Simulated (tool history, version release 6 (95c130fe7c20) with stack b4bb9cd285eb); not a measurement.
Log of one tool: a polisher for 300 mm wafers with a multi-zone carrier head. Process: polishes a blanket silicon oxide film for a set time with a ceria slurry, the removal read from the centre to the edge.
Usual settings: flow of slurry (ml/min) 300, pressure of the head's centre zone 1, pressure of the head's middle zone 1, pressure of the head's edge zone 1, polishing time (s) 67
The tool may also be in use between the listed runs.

run    hour  flow of slurry (ml/min)  pressure of the head's centre zone  pressure of the head's middle zone  pressure of the head's edge zone  polishing time (s)  wafers since the last listed run  wafers polished on this pad  hours since the slurry nozzle was cleaned  hours since the centre zone pressure was calibrated  hours since the edge zone pressure was calibrated  hours since the carrier head's membrane was replaced  incoming thickness of the incoming film, nm  film removed at the wafer's centre (nm)  film removed at mid-radius (nm)  film removed at the wafer's edge (nm)
  1       0                      300                                   1                                   1                                 1                  67                                 0                         1248                                      215.2                                                431.3                                              484.9                                                 334.5                                        937.6                                    270.6                            264.3                                  263.5
  2    88.3                      300                                   1                                   1                                 1                  67                              1035                         2283                                      303.5                                                519.6                                              573.2                                                 422.8                                        942.7                                    266.6                            259.9                                  259.8
  3   135.1                      300                                   1                                   1                                 1                  67                               548                         2832                                      350.3                                                566.4                                                620                                                 469.6                                        959.4                                    266.9                            260.1                                    260
  4   216.6                      300                                   1                                   1                                 1                  67                               955                         3788                                      431.8                                                647.9                                              701.5                                                 551.1                                        939.4                                      265                            264.2                                  263.4
      229.5  -- worn pad replaced by a new one, repeated, since the last time left the tool worse
        254  -- centre zone pressure recalibrated
        327  -- slurry nozzle cleaned
      329.9  -- edge zone pressure recalibrated
  5   338.6                      300                                   1                                   1                                 1                  67                              1325                         1220                                       11.6                                                 84.6                                                8.7                                                 673.1                                        949.3                                    285.2                            285.4                                  282.1
  6     420                      250                                1.11                                   1                                 1                  84                               954                         2175                                         93                                                  166                                               90.1                                                 754.5                                        944.4                                    386.6                            354.5                                  351.1
  7     472                      205                                   1                                1.04                              0.94                  85                               609                         2784                                        145                                                  218                                              142.1                                                 806.5                                        966.9                                    352.5                            369.3                                  339.6
  8   571.6                      250                                0.96                                   1                                 1                  89                              1168                         3952                                      244.6                                                317.6                                              241.7                                                 906.1                                          957                                    360.4                            369.1                                  369.3
  9   664.5                      300                                   1                                   1                                 1                  67                              1089                         5042                                      337.5                                                410.5                                              334.6                                                   999                                        936.1                                    284.4                            280.8                                  280.8
 10   719.3                      385                                 0.9                                0.91                              0.91                  67                               642                         5685                                      392.3                                                465.3                                              389.4                                                1053.8                                        931.8                                    264.8                            264.8                                  274.3
 11   768.6                      300                                1.08                                1.12                                 1                  67                               578                         6263                                      441.6                                                514.6                                              438.7                                                1103.1                                        947.8                                    307.6                            310.9                                  277.3
      772.8  -- slurry nozzle cleaned
      777.3  -- worn pad replaced by a new one
 12   832.9                      300                                   1                                   1                                 1                  67                               695                          651                                       60.1                                                578.9                                                503                                                1167.4                                        945.8                                      294                              293                                  286.2
 13   887.5                      205                                   1                                1.04                              0.94                  85                               640                         1292                                      114.7                                                633.5                                              557.6                                                  1222                                        949.9                                    352.6                            364.3                                  347.5
 14   939.5                      300                                   1                                1.06                              1.08                  67                               609                         1901                                      166.7                                                685.5                                              609.6                                                  1274                                        951.2                                    287.1                            298.7                                    289
      962.7  -- centre zone pressure recalibrated
      973.1  -- carrier head's membrane replaced by a new one
 15   992.4                      300                                   1                                1.08                                 1                  67                               538                         2440                                      219.6                                                 29.7                                              662.5                                                  19.3                                        951.1                                    287.8                            295.6                                    282
 16  1070.3                      300                                   1                                   1                                 1                  67                               913                         3353                                      297.5                                                107.6                                              740.4                                                  97.2                                        950.5                                    290.4                            286.5                                  278.9
 17  1161.6                      300                                   1                                   1                                 1                  67                              1070                         4424                                      388.8                                                198.9                                              831.7                                                 188.5                                        932.8                                    283.5                            283.7                                  281.8
     1237.7  -- slurry nozzle cleaned
 18  1254.3                      300                                   1                                   1                                 1                  67                              1075                         5499                                       16.6                                                291.6                                              924.4                                                 281.2                                        970.6                                    281.5                            285.6                                  282.4
     1263.8  -- edge zone pressure recalibrated
 19  1317.4                      220                                0.95                                   1                              0.93                  82                               716                         6216                                       79.7                                                354.7                                               53.6                                                 344.3                                        931.2                                    325.2                            337.1                                  322.4
     1324.8  -- worn pad replaced by a new one
 20  1354.2                      300                                   1                                   1                                 1                  67                               384                          345                                      116.5                                                391.5                                               90.4                                                 381.1                                        945.7                                    289.6                            286.4                                  288.8
 21  1455.6                      300                                   1                                1.08                              1.07                  55                              1189                         1534                                      217.9                                                492.9                                              191.8                                                 482.5                                          937                                    237.1                            250.6                                  235.3
 22  1520.3                      300                                   1                                 1.1                                 1                  67                               758                         2293                                      282.6                                                557.6                                              256.5                                                 547.2                                        959.6                                    290.2                              308                                  279.9
 23  1592.8                      375                                1.05                                0.92                                 1                  67                               850                         3143                                      355.1                                                630.1                                                329                                                 619.7                                        944.9                                    304.1                            274.3                                  285.4

Forecast each of these 3 alternatives for the next run:
  A  1593.2                      300                                   1                                   1                                 1                  67                                 4                         3148                                      355.5                                                630.5                                              329.4                                                 620.1                                        951.2                                        ?                                ?                                      ?
  B  1593.2                      300                                   1                                0.89                                 1                  84                                 4                         3148                                      355.5                                                630.5                                              329.4                                                 620.1                                        951.2                                        ?                                ?                                      ?
  C  1593.2                      330                                   1                                0.95                              1.11                  81                                 4                         3148                                      355.5                                                630.5                                              329.4                                                 620.1                                        951.2                                        ?                                ?                                      ?

run  film removed at the wafer's centre (nm)  film removed at mid-radius (nm)  film removed at the wafer's edge (nm)
  A                                    281.2                            281.5                                    277
  B                                    352.3                            320.2                                  347.8
  C                                    342.5                            328.2                                  352.5
Without the tool's hidden state the same runs would have given:
run  film removed at the wafer's centre (nm)  film removed at mid-radius (nm)  film removed at the wafer's edge (nm)
  A                                    291.9                            292.2                                  287.5
  B                                    365.7                            332.3                                    361
  C                                    355.5                            340.7                                  365.9
